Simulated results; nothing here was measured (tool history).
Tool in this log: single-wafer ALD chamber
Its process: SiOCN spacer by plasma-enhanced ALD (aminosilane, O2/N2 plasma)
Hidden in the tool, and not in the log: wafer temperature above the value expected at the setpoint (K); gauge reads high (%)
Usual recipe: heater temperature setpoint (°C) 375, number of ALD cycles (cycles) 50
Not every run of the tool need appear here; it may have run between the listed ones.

| run | hour | heater temperature setpoint (°C) | number of ALD cycles (cycles) | wafers since the last listed run | hours since the last thermocouple change | hours since the gauge calibration | read-back reference wafer on the same gauge, thickness_nm | mean film thickness on the monitor wafer (Å) |
|---|---|---|---|---|---|---|---|---|
| 1 | 0.0 | 369 | 54 | 0 | 478.9 | 175.8 | 3.376 | 33.81 |
| 2 | 107.9 | 369 | 54 | 431 | 586.8 | 283.7 | 3.382 | 34.16 |
| 3 | 195.4 | 375 | 50 | 350 | 674.3 | 371.2 | 3.378 | 31.42 |
| 4 | 282.8 | 375 | 50 | 349 | 761.7 | 458.6 | 3.379 | 31.37 |
| 5 | 371.2 | 375 | 50 | 353 | 850.1 | 547.0 | 3.380 | 31.67 |
| 6 | 466.4 | 375 | 50 | 380 | 945.3 | 642.2 | 3.379 | 31.50 |
| 7 | 504.4 | 375 | 43 | 152 | 983.3 | 680.2 | 3.382 | 27.12 |
| 8 | 582.3 | 375 | 43 | 311 | 1061.2 | 758.1 | 3.381 | 27.27 |
| 9 | 681.5 | 375 | 43 | 396 | 1160.4 | 857.3 | 3.378 | 27.08 |
| 10 | 786.8 | 375 | 50 | 421 | 1265.7 | 962.6 | 3.378 | 31.63 |
| 11 | 835.3 | 375 | 50 | 194 | 1314.2 | 1011.1 | 3.381 | 31.54 |
| 12 | 906.0 | 375 | 50 | 282 | 1384.9 | 1081.8 | 3.377 | 31.21 |
| 13 | 997.4 | 370 | 50 | 365 | 1476.3 | 1173.2 | 3.376 | 31.48 |
| 14 | 1057.8 | 370 | 50 | 241 | 1536.7 | 1233.6 | 3.382 | 31.58 |
| 15 | 1147.0 | 375 | 45 | 356 | 1625.9 | 1322.8 | 3.380 | 28.47 |
|  | 1168.6 | gauge calibrated |
| 16 | 1249.2 | 375 | 45 | 408 | 1728.1 | 80.6 | 3.380 | 28.56 |
| 17 | 1304.4 | 375 | 45 | 220 | 1783.3 | 135.8 | 3.379 | 28.34 |
| 18 | 1378.6 | 375 | 56 | 296 | 1857.5 | 210.0 | 3.381 | 35.41 |
| 19 | 1449.8 | 369 | 58 | 284 | 1928.7 | 281.2 | 3.380 | 36.51 |
|  | 1477.3 | thermocouple changed; heater temperature recalibrated |
| 20 | 1506.5 | 375 | 50 | 194 | 29.2 | 337.9 | 3.379 | 31.65 |
| 21 | 1602.2 | 375 | 50 | 382 | 124.9 | 433.6 | 3.378 | 31.71 |
| 22 | 1687.8 | 381 | 44 | 342 | 210.5 | 519.2 | 3.376 | 27.65 |
| 23 | 1731.8 | 388 | 50 | 176 | 254.5 | 563.2 | 3.383 | 31.32 |
| 24 | 1914.0 | 375 | 50 | 729 | 436.7 | 745.4 | 3.379 | 31.53 |
| 25 | 1977.3 | 382 | 41 | 253 | 500.0 | 808.7 | 3.381 | 25.73 |
| 26 | 2035.0 | 375 | 50 | 230 | 557.7 | 866.4 | 3.381 | 31.39 |
| 27 | 2136.1 | 375 | 50 | 404 | 658.8 | 967.5 | 3.378 | 31.37 |
| 28 | 2179.8 | 375 | 44 | 174 | 702.5 | 1011.2 | 3.380 | 27.89 |
| 29 | 2221.5 | 364 | 41 | 166 | 744.2 | 1052.9 | 3.378 | 25.82 |
| 30 | 2261.0 | 375 | 50 | 158 | 783.7 | 1092.4 | 3.381 | 31.69 |
| 31 | 2352.8 | 368 | 41 | 367 | 875.5 | 1184.2 | 3.381 | 25.91 |
| 32 | 2454.1 | 389 | 56 | 405 | 976.8 | 1285.5 | 3.378 | 35.32 |
| 33 | 2559.1 | 375 | 50 | 420 | 1081.8 | 1390.5 | 3.385 | 31.38 |
| 34 | 2630.4 | 387 | 60 | 285 | 1153.1 | 1461.8 | 3.379 | 37.93 |
|  | 2681.8 | gauge calibrated |
| 35 | 2689.8 | 381 | 54 | 237 | 1212.5 | 8.0 | 3.381 | 34.05 |
| 36 | 2758.5 | 361 | 50 | 274 | 1281.2 | 76.7 | 3.378 | 31.43 |

Hidden state at the last listed run before each entry between runs and at the first one after, where it differs:
Runs 15 to 16: gauge calibrated (hour 1168.6)
  no hidden state differs between the two runs
Runs 19 to 20: thermocouple changed; heater temperature recalibrated (hour 1477.3)
  no hidden state differs between the two runs
Runs 34 to 35: gauge calibrated (hour 2681.8)
  no hidden state differs between the two runs

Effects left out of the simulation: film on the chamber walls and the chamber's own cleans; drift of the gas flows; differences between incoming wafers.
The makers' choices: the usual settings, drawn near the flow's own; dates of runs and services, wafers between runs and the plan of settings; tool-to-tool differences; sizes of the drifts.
